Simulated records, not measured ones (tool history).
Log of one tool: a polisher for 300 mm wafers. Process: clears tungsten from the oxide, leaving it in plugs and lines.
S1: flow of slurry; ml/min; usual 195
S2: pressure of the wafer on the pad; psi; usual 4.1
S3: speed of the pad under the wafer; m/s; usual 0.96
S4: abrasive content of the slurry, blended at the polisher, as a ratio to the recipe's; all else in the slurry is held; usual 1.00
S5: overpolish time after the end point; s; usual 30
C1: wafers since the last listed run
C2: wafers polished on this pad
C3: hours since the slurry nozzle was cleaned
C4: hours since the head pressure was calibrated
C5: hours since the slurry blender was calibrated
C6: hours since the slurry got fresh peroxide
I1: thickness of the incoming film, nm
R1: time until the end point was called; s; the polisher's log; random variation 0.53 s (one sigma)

run 1 day=0.000 | S1=195 S2=4.1 S3=0.96 S4=1.00 S5=30 | C1=0 C2=428 C3=510.5 C4=784.0 C5=5.1 C6=58.1 | I1=380.0 | R1=66.4
run 2 day=1.450 | S1=195 S2=4.1 S3=0.96 S4=1.00 S5=30 | C1=425 C2=853 C3=545.3 C4=818.8 C5=39.9 C6=92.9 | I1=373.8 | R1=65.5
-- day=2.300 worn pad replaced by a new one
run 3 day=2.458 | S1=195 S2=4.1 S3=0.96 S4=1.00 S5=30 | C1=246 C2=46 C3=569.5 C4=843.0 C5=64.1 C6=117.1 | I1=372.9 | R1=65.0
-- day=3.083 slurry tank refilled with fresh slurry and peroxide
run 4 day=3.958 | S1=195 S2=4.1 S3=0.96 S4=1.00 S5=30 | C1=427 C2=474 C3=605.5 C4=879.0 C5=100.1 C6=21.0 | I1=371.8 | R1=65.8
run 5 day=5.342 | S1=195 S2=4.1 S3=1.12 S4=1.00 S5=30 | C1=405 C2=880 C3=638.7 C4=912.2 C5=133.3 C6=54.2 | I1=375.7 | R1=58.5
-- day=5.946 worn pad replaced by a new one
run 6 day=6.567 | S1=195 S2=4.1 S3=0.96 S4=1.00 S5=30 | C1=310 C2=181 C3=668.1 C4=941.6 C5=162.7 C6=83.6 | I1=380.0 | R1=68.0
run 7 day=7.646 | S1=195 S2=4.1 S3=0.96 S4=1.00 S5=30 | C1=316 C2=498 C3=694.0 C4=967.5 C5=188.6 C6=109.5 | I1=374.7 | R1=66.7
-- day=8.108 slurry tank refilled with fresh slurry and peroxide
run 8 day=8.633 | S1=195 S2=4.1 S3=0.96 S4=1.00 S5=30 | C1=277 C2=775 C3=717.7 C4=991.2 C5=212.3 C6=12.6 | I1=372.8 | R1=66.6
-- day=9.529 worn pad replaced by a new one
run 9 day=9.975 | S1=195 S2=4.1 S3=0.96 S4=1.00 S5=22 | C1=344 C2=130 C3=749.9 C4=1023.4 C5=244.5 C6=44.8 | I1=372.4 | R1=66.0
run 10 day=11.392 | S1=195 S2=4.1 S3=0.96 S4=1.00 S5=22 | C1=415 C2=546 C3=783.9 C4=1057.4 C5=278.5 C6=78.8 | I1=374.1 | R1=69.1
run 11 day=12.062 | S1=175 S2=2.8 S3=0.96 S4=1.20 S5=39 | C1=196 C2=743 C3=800.0 C4=1073.5 C5=294.6 C6=94.9 | I1=380.4 | R1=89.3
-- day=12.312 slurry tank refilled with fresh slurry and peroxide
run 12 day=12.825 | S1=195 S2=4.1 S3=0.96 S4=1.00 S5=46 | C1=211 C2=954 C3=818.3 C4=1091.8 C5=312.9 C6=12.3 | I1=382.7 | R1=70.8
-- day=13.083 worn pad replaced by a new one
-- day=13.604 slurry nozzle cleaned
run 13 day=13.625 | S1=220 S2=3.2 S3=0.76 S4=1.00 S5=30 | C1=173 C2=146 C3=0.5 C4=1111.0 C5=332.1 C6=31.5 | I1=373.5 | R1=100.3
run 14 day=14.579 | S1=145 S2=4.1 S3=1.24 S4=1.20 S5=47 | C1=279 C2=426 C3=23.4 C4=1133.9 C5=355.0 C6=54.4 | I1=379.5 | R1=58.7

Forecast run 15:
-- day=14.738 slurry blender recalibrated
-- day=15.733 head pressure recalibrated
run 15 day=16.079 | S1=195 S2=4.1 S3=0.96 S4=0.85 S5=30 | C1=391 C2=817 C3=59.4 C4=8.3 C5=32.2 C6=90.4 | I1=376.9 | R1=?

{"run 15": {"R1": 66.8}}
Without the tool's hidden state the same run would have given R1 66.4 s.
